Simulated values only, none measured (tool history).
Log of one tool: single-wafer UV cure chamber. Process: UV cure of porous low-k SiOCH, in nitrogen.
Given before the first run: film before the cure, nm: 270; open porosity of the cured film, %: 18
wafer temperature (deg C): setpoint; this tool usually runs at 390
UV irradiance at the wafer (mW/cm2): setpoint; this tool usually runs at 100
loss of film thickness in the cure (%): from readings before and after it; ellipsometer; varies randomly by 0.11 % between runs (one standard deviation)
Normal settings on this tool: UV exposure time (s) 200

run,hour,wafer temperature (deg C),UV exposure time (s),UV irradiance at the wafer (mW/cm2),wafers since the last listed run,hours since the UV bulbs were replaced,wafers since the quartz window was cleaned,loss of film thickness in the cure (%)
1,0,390,200,100,0,1119.2,632,9.944
2,59.9,390,200,100,358,1179.1,991,9.967
3,128.3,390,200,118,409,1247.5,1400,10.264
4,326.8,390,200,118,1189,1446,2590,10.492
5,366.5,390,165,100,237,1485.7,2828,8.76
6,423.1,390,165,100,339,1542.3,3167,8.829
7,468.1,390,165,100,269,1587.3,3437,8.97
8,502,390,290,100,203,1621.2,3640,11.088
# hour 573.9: UV bulbs replaced
# hour 638.9: quartz window cleaned
9,717.6,390,290,100,1196,143.7,471,10.528
10,762.2,390,200,118,267,188.3,738,9.668
11,789.5,403,95,85,163,215.6,902,5.806
# hour 936.8: quartz window cleaned, repeated, since the last time left the tool worse
12,937.3,379,250,78,837,363.4,3,9.745
13,994.2,397,265,127,340,420.3,344,12.348
14,1102.1,373,200,83,646,528.2,990,8.727
15,1143.6,390,200,100,248,569.7,1239,9.633
16,1169.3,390,145,68,153,595.4,1393,6.847
17,1211.9,390,315,100,255,638,1648,11.591
18,1273.6,382,200,100,369,699.7,2018,9.36
19,1341.8,405,200,100,408,767.9,2426,9.903

5 options for the next run, each taken on its own from the tool as it stands now. Forecast them:
A,1342.3,402,200,100,2,768.4,2429,?
B,1342.3,376,200,70,2,768.4,2429,?
C,1342.3,390,200,120,2,768.4,2429,?
D,1342.3,404,200,100,2,768.4,2429,?
E,1342.3,404,300,100,2,768.4,2429,?

run,loss of film thickness in the cure (%)
A,9.544
B,7.771
C,10.086
D,9.574
E,11.224
With no hidden state in the tool, these same runs would have given:
run,loss of film thickness in the cure (%)
A,9.957
B,8.161
C,10.506
D,9.987
E,11.656

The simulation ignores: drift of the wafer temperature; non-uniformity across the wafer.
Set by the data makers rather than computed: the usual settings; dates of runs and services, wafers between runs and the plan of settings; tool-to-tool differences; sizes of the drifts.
